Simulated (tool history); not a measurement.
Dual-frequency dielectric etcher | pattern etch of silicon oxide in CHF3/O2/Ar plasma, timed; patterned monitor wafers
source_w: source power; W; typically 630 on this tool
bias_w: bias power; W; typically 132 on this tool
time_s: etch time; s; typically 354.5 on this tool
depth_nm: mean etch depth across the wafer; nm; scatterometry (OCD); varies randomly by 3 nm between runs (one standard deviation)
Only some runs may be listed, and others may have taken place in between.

run	hour	source_w	bias_w	time_s	wafers since the last listed run	hours since the last wet clean	hours since the last source power generator calibration	hours since the last bias power generator calibration	hours since the last upper electrode change	hours since the gauge calibration	read-back reference wafer on the same gauge, depth_nm	depth_nm
1	0	630	132	354.5	0	238.9	1704.1	3479.1	2999.9	757	612.9	743.5
2	74.2	630	132	281	301	313.1	1778.3	3553.3	3074.1	831.2	612.2	588
# hour 148: wet clean of the chamber
3	173	630	132	354.5	303	25	1877.1	3652.1	3172.9	930	613.5	742.7
4	253.2	630	132	354.5	325	105.2	1957.3	3732.3	3253.1	1010.2	613.5	739.3
5	289.4	630	132	354.5	146	141.4	1993.5	3768.5	3289.3	1046.4	612.8	740.6
6	372.6	630	132	354.5	337	224.6	2076.7	3851.7	3372.5	1129.6	612.9	740.2
7	424.9	630	132	354.5	212	276.9	2129	3904	3424.8	1181.9	613.6	748.1
8	469.3	630	132	354.5	180	321.3	2173.4	3948.4	3469.2	1226.3	613.3	747.6
# hour 497.8: wet clean of the chamber
# hour 547.9: bias power generator calibrated
# hour 697.1: gauge calibrated
9	727.2	750	146	354.5	932	229.4	2431.3	179.3	3727.1	30.1	613.4	858.7
# hour 776: source power generator calibrated
10	789.8	570	132	354.5	237	292	13.8	241.9	3789.7	92.7	613.1	690.1
# hour 851.6: wet clean of the chamber
11	876.4	580	159	252	253	24.8	100.4	328.5	3876.3	179.3	613.5	526.3
# hour 956.6: upper electrode replaced, of another model than before
12	980.7	630	110	319	325	129.1	204.7	432.8	24.1	283.6	612.3	634.5
# hour 1222.3: wet clean of the chamber
13	1302.4	630	132	354.5	1207	80.1	526.4	754.5	345.8	605.3	613.9	736.4
14	1379	630	105	384.5	310	156.7	603	831.1	422.4	681.9	612.7	758.6

5 ways to go on from here, each from the tool as it stands after run 14. What would each give?
A	1379.5	630	132	382	2	157.2	603.5	831.6	422.9	682.4	?	?
B	1379.5	770	101	427.5	2	157.2	603.5	831.6	422.9	682.4	?	?
C	1379.5	630	109	437	2	157.2	603.5	831.6	422.9	682.4	?	?
D	1379.5	750	99	456.5	2	157.2	603.5	831.6	422.9	682.4	?	?
E	1379.5	780	132	451	2	157.2	603.5	831.6	422.9	682.4	?	?

run	read-back reference wafer on the same gauge, depth_nm	depth_nm
A	612.7	788.6
B	612.7	899
C	612.7	871.7
D	612.7	948.7
E	612.7	997.7
The same runs, with their run-to-run variation unchanged, on a tool lacking any hidden condition would have given:
run	depth_nm
A	784.1
B	893.8
C	866.7
D	943.1
E	991.9

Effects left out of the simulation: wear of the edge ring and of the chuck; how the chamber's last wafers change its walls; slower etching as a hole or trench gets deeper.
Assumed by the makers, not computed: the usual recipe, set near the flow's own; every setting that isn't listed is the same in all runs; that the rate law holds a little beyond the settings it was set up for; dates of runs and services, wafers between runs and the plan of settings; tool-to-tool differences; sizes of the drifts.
